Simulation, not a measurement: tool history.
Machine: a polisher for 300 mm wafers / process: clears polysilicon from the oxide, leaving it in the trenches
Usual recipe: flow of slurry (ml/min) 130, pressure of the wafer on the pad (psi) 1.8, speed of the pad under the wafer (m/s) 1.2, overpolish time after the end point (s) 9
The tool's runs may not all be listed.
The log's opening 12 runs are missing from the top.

run	hour	flow of slurry (ml/min)	pressure of the wafer on the pad (psi)	speed of the pad under the wafer (m/s)	overpolish time after the end point (s)	wafers since the last listed run	wafers polished on this pad	hours since the slurry nozzle was cleaned	hours since the head pressure was calibrated	incoming thickness of the incoming film, nm	time until the end point was called (s)	dishing of a wide line in a test structure (nm)
13	537.4	130	1.8	1.2	9	482	2222	720.2	234.1	506	42.6	51.8
14	607.7	130	1.8	1.2	9	818	3041	790.5	304.4	506.7	42.6	53.2
# hour 644.2: worn pad replaced by a new one
15	658.5	130	1.8	1.2	9	544	166	841.3	355.2	506	42.5	51.7
# hour 668.1: slurry nozzle cleaned
16	683.4	130	1.8	1.2	9	278	445	15.3	380.1	494	39.2	54.4
17	747.5	170	1.4	1.2	9	746	1191	79.4	444.2	489.8	48	49.1
18	781.2	150	2	0.8	12	392	1583	113.1	477.9	496.1	49.4	53.5
19	827.4	90	1.8	1.2	9	537	2121	159.3	524.1	503.1	44.9	52.4
20	853.7	155	2.1	1.2	14	306	2428	185.6	550.4	497.4	32.8	65.5
# hour 893.1: head pressure recalibrated
21	898.1	130	1.8	1.2	9	493	2921	230	5	498.1	35.6	55.2
22	949.1	100	1.8	0.9	9	593	3515	281	56	491.7	49.3	47.1
# hour 971.2: worn pad replaced by a new one
23	1013.9	130	1.8	0.94	9	707	497	345.8	120.8	496.9	47.8	48.2
24	1041.2	130	2.2	1.04	9	317	814	373.1	148.1	504.9	36.4	58.1
25	1091	170	1.3	1.2	7	579	1394	422.9	197.9	500.1	51.3	41.4
# hour 1234.8: worn pad replaced by a new one
26	1251.7	130	1.8	1.2	9	1824	196	583.6	358.6	492.6	39.6	53.7
27	1294.3	130	1.8	1.54	8	496	692	626.2	401.2	498.4	33.1	56.2
28	1341.6	130	1.8	1.2	9	550	1243	673.5	448.5	499.2	41.5	53
# hour 1393.8: slurry nozzle cleaned
29	1403	130	1.8	1.2	9	703	1946	9.2	509.9	505.9	40.2	55.3
30	1437.9	130	1.3	1.2	9	406	2353	44.1	544.8	499.4	53	46.8
31	1479.6	130	1.8	1.2	9	485	2838	85.8	586.5	505.2	39.6	53.8

Consider 5 possible next runs. They are alternatives, not a sequence: every one starts from the tool as it was left by run 31. What does each give?
A	1480	130	1.8	1.42	9	4	2843	86.2	586.9	505.2	?	?
B	1480	130	1.6	1.2	9	4	2843	86.2	586.9	505.2	?	?
C	1480	130	1.8	0.86	6	4	2843	86.2	586.9	505.2	?	?
D	1480	100	1.8	1.42	9	4	2843	86.2	586.9	505.2	?	?
E	1480	160	2	0.98	12	4	2843	86.2	586.9	505.2	?	?

run	time until the end point was called (s)	dishing of a wide line in a test structure (nm)
A	33.6	56.9
B	44.1	50.8
C	52.9	36.2
D	35.9	55.5
E	40.7	58.8
Stripped of hidden state, with their random variation kept, the same runs would have yielded:
run	time until the end point was called (s)	dishing of a wide line in a test structure (nm)
A	30.2	59
B	39.6	53.3
C	47.5	38.9
D	32.2	57.7
E	36.6	60.7

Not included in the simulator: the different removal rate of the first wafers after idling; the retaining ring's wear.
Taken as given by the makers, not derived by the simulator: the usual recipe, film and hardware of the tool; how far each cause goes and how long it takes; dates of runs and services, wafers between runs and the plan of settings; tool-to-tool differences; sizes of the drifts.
